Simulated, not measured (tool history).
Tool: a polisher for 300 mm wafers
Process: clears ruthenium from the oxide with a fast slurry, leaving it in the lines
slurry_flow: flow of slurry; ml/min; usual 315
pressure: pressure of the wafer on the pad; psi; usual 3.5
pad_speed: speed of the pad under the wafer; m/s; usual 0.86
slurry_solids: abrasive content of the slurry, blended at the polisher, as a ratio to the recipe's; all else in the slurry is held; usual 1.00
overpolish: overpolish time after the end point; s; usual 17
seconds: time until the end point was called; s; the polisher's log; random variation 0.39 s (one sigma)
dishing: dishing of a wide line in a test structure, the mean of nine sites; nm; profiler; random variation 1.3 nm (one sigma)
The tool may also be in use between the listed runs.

run	day	slurry_flow	pressure	pad_speed	slurry_solids	overpolish	wafers since the last listed run	wafers polished on this pad	hours since the slurry nozzle was cleaned	hours since the head pressure was calibrated	hours since the slurry blender was calibrated	incoming thickness of the incoming film, nm	seconds	dishing
1	0.000	315	3.5	0.86	1.00	17	0	810	701.6	143.9	16.5	182.8	39.2	53.4
# day 1.446: worn pad replaced by a new one
2	1.883	315	3.5	0.86	1.00	17	237	60	746.8	189.1	61.7	178.9	38.9	50.7
3	2.621	315	3.5	0.86	1.00	17	102	162	764.5	206.8	79.4	177.2	38.3	53.5
4	3.371	315	3.5	1.10	1.00	17	103	266	782.5	224.8	97.4	183.7	30.7	58.8
5	4.004	315	3.5	0.86	1.00	17	87	354	797.7	240.0	112.6	183.3	39.0	55.9
6	4.646	315	3.5	0.86	1.00	17	88	443	813.1	255.4	128.0	179.8	38.5	53.8
7	5.212	315	3.5	0.86	1.00	17	78	521	826.7	269.0	141.6	177.9	37.8	53.8
# day 5.646: head pressure recalibrated
8	6.146	315	3.5	0.86	1.00	17	117	639	849.1	12.0	164.0	177.7	38.3	53.5
# day 6.304: slurry blender recalibrated
9	7.954	315	3.5	1.10	1.00	17	238	878	892.5	55.4	39.6	178.8	30.5	61.3
# day 8.508: worn pad replaced by a new one
10	8.529	315	3.5	1.10	0.80	17	56	3	906.3	69.2	53.4	181.2	32.8	59.8
11	10.171	315	3.5	0.86	1.00	17	227	230	945.7	108.6	92.8	182.5	39.2	53.6
# day 10.646: slurry nozzle cleaned
12	10.808	315	3.5	1.04	0.90	17	82	313	3.9	123.9	108.1	180.1	30.7	61.5
13	12.042	315	3.5	0.86	1.00	17	170	483	33.5	153.5	137.7	180.6	36.2	55.9
# day 12.300: slurry blender recalibrated
14	13.496	315	3.5	0.86	1.30	17	189	673	68.4	188.4	28.7	179.7	33.4	58.3
15	13.967	420	2.3	0.86	1.00	17	65	739	79.7	199.7	40.0	181.2	54.1	43.4
16	14.575	315	3.5	0.86	1.00	17	84	823	94.3	214.3	54.6	181.7	37.1	52.6
17	15.225	315	3.5	0.86	1.00	17	90	913	109.9	229.9	70.2	178.9	37.0	54.3
# day 15.496: worn pad replaced by a new one
18	15.688	315	3.5	0.86	0.85	17	40	26	121.0	241.0	81.3	181.1	38.9	51.3
19	16.300	315	3.5	0.86	1.00	17	84	111	135.7	255.7	96.0	180.4	37.9	54.6
20	16.779	260	3.5	0.86	1.00	17	66	177	147.2	267.2	107.5	180.5	38.3	51.2
21	17.383	315	3.8	0.86	1.15	25	83	261	161.7	281.7	122.0	181.2	33.4	70.2
22	17.725	315	3.5	0.86	1.00	17	47	308	169.9	289.9	130.2	180.6	37.1	54.7
23	18.258	260	4.3	0.86	1.20	20	73	382	182.7	302.7	143.0	181.4	29.5	68.9
# day 18.917: slurry blender recalibrated
# day 19.067: head pressure recalibrated
24	19.088	425	3.5	0.74	1.20	17	91	474	202.6	0.5	4.1	176.7	38.6	54.2
25	19.642	315	3.5	0.86	1.00	17	76	551	215.9	13.8	17.4	180.4	38.5	52.2
26	20.329	235	3.9	0.86	1.00	17	95	646	232.4	30.3	33.9	182.3	36.6	56.3
27	20.779	315	3.0	0.86	1.00	9	62	708	243.2	41.1	44.7	180.1	44.3	31.8
28	21.475	315	3.5	0.86	1.00	17	96	805	259.9	57.8	61.4	182.9	37.8	51.8
29	22.012	315	3.5	0.86	0.80	21	74	879	272.8	70.7	74.3	182.1	40.6	59.8

Forecast each of these 3 alternatives for the next run:
A	22.029	315	2.8	0.86	1.00	17	2	882	273.2	71.1	74.7	183.0	?	?
B	22.029	250	3.5	0.68	1.25	8	2	882	273.2	71.1	74.7	183.0	?	?
C	22.029	415	2.8	0.86	1.00	23	2	882	273.2	71.1	74.7	183.0	?	?

run	seconds	dishing
A	47.6	46.1
B	46.5	26.4
C	46.0	57.0
Without the tool's hidden state the same runs would have given:
run	seconds	dishing
A	45.5	47.5
B	43.9	27.6
C	44.5	58.1
